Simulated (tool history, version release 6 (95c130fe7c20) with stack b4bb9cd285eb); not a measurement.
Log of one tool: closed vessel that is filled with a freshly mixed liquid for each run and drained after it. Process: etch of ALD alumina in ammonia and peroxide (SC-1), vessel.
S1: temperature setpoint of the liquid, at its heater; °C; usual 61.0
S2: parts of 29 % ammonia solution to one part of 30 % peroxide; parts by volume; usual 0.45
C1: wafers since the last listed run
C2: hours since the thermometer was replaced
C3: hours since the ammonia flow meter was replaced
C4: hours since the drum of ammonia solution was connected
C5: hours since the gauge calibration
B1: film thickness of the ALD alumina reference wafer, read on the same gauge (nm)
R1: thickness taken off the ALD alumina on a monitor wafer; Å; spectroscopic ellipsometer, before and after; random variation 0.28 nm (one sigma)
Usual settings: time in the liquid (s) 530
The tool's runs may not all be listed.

run 1 hour=0.0 | S1=61.0 S2=0.45 time_in_the_liquid_(s)=530 | C1=0 C2=468.0 C3=529.6 C4=785.3 C5=2025.9 | B1=99.97 | R1=393.9
run 2 hour=96.5 | S1=61.0 S2=0.55 time_in_the_liquid_(s)=530 | C1=5121 C2=564.5 C3=626.1 C4=881.8 C5=2122.4 | B1=100.02 | R1=412.7
-- hour=98.6 thermometer replaced
run 3 hour=133.1 | S1=53.5 S2=0.45 time_in_the_liquid_(s)=530 | C1=1889 C2=34.5 C3=662.7 C4=918.4 C5=2159.0 | B1=99.98 | R1=244.8
run 4 hour=231.6 | S1=53.5 S2=0.45 time_in_the_liquid_(s)=530 | C1=5228 C2=133.0 C3=761.2 C4=1016.9 C5=2257.5 | B1=99.99 | R1=250.3
-- hour=257.2 new drum of ammonia solution connected
run 5 hour=310.3 | S1=53.5 S2=0.45 time_in_the_liquid_(s)=530 | C1=4124 C2=211.7 C3=839.9 C4=53.1 C5=2336.2 | B1=99.99 | R1=253.1
run 6 hour=369.4 | S1=61.0 S2=0.45 time_in_the_liquid_(s)=530 | C1=3136 C2=270.8 C3=899.0 C4=112.2 C5=2395.3 | B1=99.99 | R1=376.5
run 7 hour=437.7 | S1=61.0 S2=0.45 time_in_the_liquid_(s)=530 | C1=3625 C2=339.1 C3=967.3 C4=180.5 C5=2463.6 | B1=100.00 | R1=386.3
run 8 hour=478.3 | S1=61.0 S2=0.45 time_in_the_liquid_(s)=530 | C1=2154 C2=379.7 C3=1007.9 C4=221.1 C5=2504.2 | B1=100.04 | R1=385.7
-- hour=612.0 thermometer replaced
run 9 hour=696.2 | S1=67.0 S2=0.45 time_in_the_liquid_(s)=530 | C1=11512 C2=84.2 C3=1225.8 C4=439.0 C5=2722.1 | B1=99.99 | R1=492.6
-- hour=739.4 gauge calibrated
run 10 hour=774.3 | S1=63.5 S2=0.45 time_in_the_liquid_(s)=530 | C1=4145 C2=162.3 C3=1303.9 C4=517.1 C5=34.9 | B1=100.00 | R1=426.1
run 11 hour=837.5 | S1=63.5 S2=0.45 time_in_the_liquid_(s)=530 | C1=3354 C2=225.5 C3=1367.1 C4=580.3 C5=98.1 | B1=100.00 | R1=427.3
run 12 hour=939.4 | S1=63.5 S2=0.45 time_in_the_liquid_(s)=530 | C1=5408 C2=327.4 C3=1469.0 C4=682.2 C5=200.0 | B1=100.00 | R1=436.9
run 13 hour=1035.1 | S1=61.0 S2=0.45 time_in_the_liquid_(s)=530 | C1=5079 C2=423.1 C3=1564.7 C4=777.9 C5=295.7 | B1=100.02 | R1=393.8
-- hour=1086.9 thermometer replaced
run 14 hour=1087.4 | S1=61.0 S2=0.45 time_in_the_liquid_(s)=530 | C1=2722 C2=0.5 C3=1617.0 C4=830.2 C5=348.0 | B1=100.00 | R1=354.8
run 15 hour=1126.9 | S1=61.0 S2=0.45 time_in_the_liquid_(s)=530 | C1=2096 C2=40.0 C3=1656.5 C4=869.7 C5=387.5 | B1=99.99 | R1=362.9
-- hour=1166.5 new drum of ammonia solution connected
run 16 hour=1183.2 | S1=61.0 S2=0.45 time_in_the_liquid_(s)=530 | C1=2935 C2=96.3 C3=1712.8 C4=16.7 C5=443.8 | B1=100.02 | R1=360.7
run 17 hour=1493.3 | S1=61.0 S2=0.45 time_in_the_liquid_(s)=530 | C1=16459 C2=406.4 C3=2022.9 C4=326.8 C5=753.9 | B1=100.00 | R1=390.2
-- hour=1544.4 ammonia flow meter replaced
run 18 hour=1557.1 | S1=67.0 S2=0.45 time_in_the_liquid_(s)=375 | C1=3333 C2=470.2 C3=12.7 C4=390.6 C5=817.7 | B1=99.98 | R1=368.7
run 19 hour=1609.6 | S1=61.0 S2=0.45 time_in_the_liquid_(s)=270 | C1=2786 C2=522.7 C3=65.2 C4=443.1 C5=870.2 | B1=99.99 | R1=202.4
run 20 hour=1653.0 | S1=61.0 S2=0.45 time_in_the_liquid_(s)=670 | C1=2303 C2=566.1 C3=108.6 C4=486.5 C5=913.6 | B1=99.97 | R1=513.9
-- hour=1683.4 thermometer replaced
run 21 hour=1732.1 | S1=51.5 S2=0.60 time_in_the_liquid_(s)=755 | C1=4145 C2=48.7 C3=187.7 C4=565.6 C5=992.7 | B1=99.98 | R1=324.0
run 22 hour=1797.9 | S1=63.5 S2=0.45 time_in_the_liquid_(s)=530 | C1=3492 C2=114.5 C3=253.5 C4=631.4 C5=1058.5 | B1=100.00 | R1=416.5
run 23 hour=1848.8 | S1=57.5 S2=0.45 time_in_the_liquid_(s)=640 | C1=2701 C2=165.4 C3=304.4 C4=682.3 C5=1109.4 | B1=100.05 | R1=371.4
run 24 hour=1934.8 | S1=61.0 S2=0.65 time_in_the_liquid_(s)=680 | C1=4564 C2=251.4 C3=390.4 C4=768.3 C5=1195.4 | B1=99.99 | R1=499.1
run 25 hour=2016.7 | S1=57.5 S2=0.45 time_in_the_liquid_(s)=640 | C1=4346 C2=333.3 C3=472.3 C4=850.2 C5=1277.3 | B1=99.99 | R1=392.0
-- hour=2043.3 new drum of ammonia solution connected
run 26 hour=2063.2 | S1=61.0 S2=0.35 time_in_the_liquid_(s)=785 | C1=2414 C2=379.8 C3=518.8 C4=19.9 C5=1323.8 | B1=99.97 | R1=556.5
run 27 hour=2163.2 | S1=55.0 S2=0.45 time_in_the_liquid_(s)=820 | C1=5307 C2=479.8 C3=618.8 C4=119.9 C5=1423.8 | B1=99.97 | R1=449.8
run 28 hour=2268.0 | S1=68.0 S2=0.60 time_in_the_liquid_(s)=225 | C1=5562 C2=584.6 C3=723.6 C4=224.7 C5=1528.6 | B1=100.02 | R1=248.1

Forecast each of these 3 alternatives for the next run:
run A hour=2268.8 | S1=61.0 S2=0.45 time_in_the_liquid_(s)=805 | C1=42 C2=585.4 C3=724.4 C4=225.5 C5=1529.4 | B1=? | R1=?
run B hour=2268.8 | S1=61.0 S2=0.40 time_in_the_liquid_(s)=530 | C1=42 C2=585.4 C3=724.4 C4=225.5 C5=1529.4 | B1=? | R1=?
run C hour=2268.8 | S1=56.5 S2=0.40 time_in_the_liquid_(s)=275 | C1=42 C2=585.4 C3=724.4 C4=225.5 C5=1529.4 | B1=? | R1=?

run=A B1=100.01 R1=613.7
run=B B1=100.01 R1=399.6
run=C B1=100.01 R1=164.9
Without the tool's hidden state the same runs would have given:
run=A R1=541.9
run=B R1=352.8
run=C R1=145.0
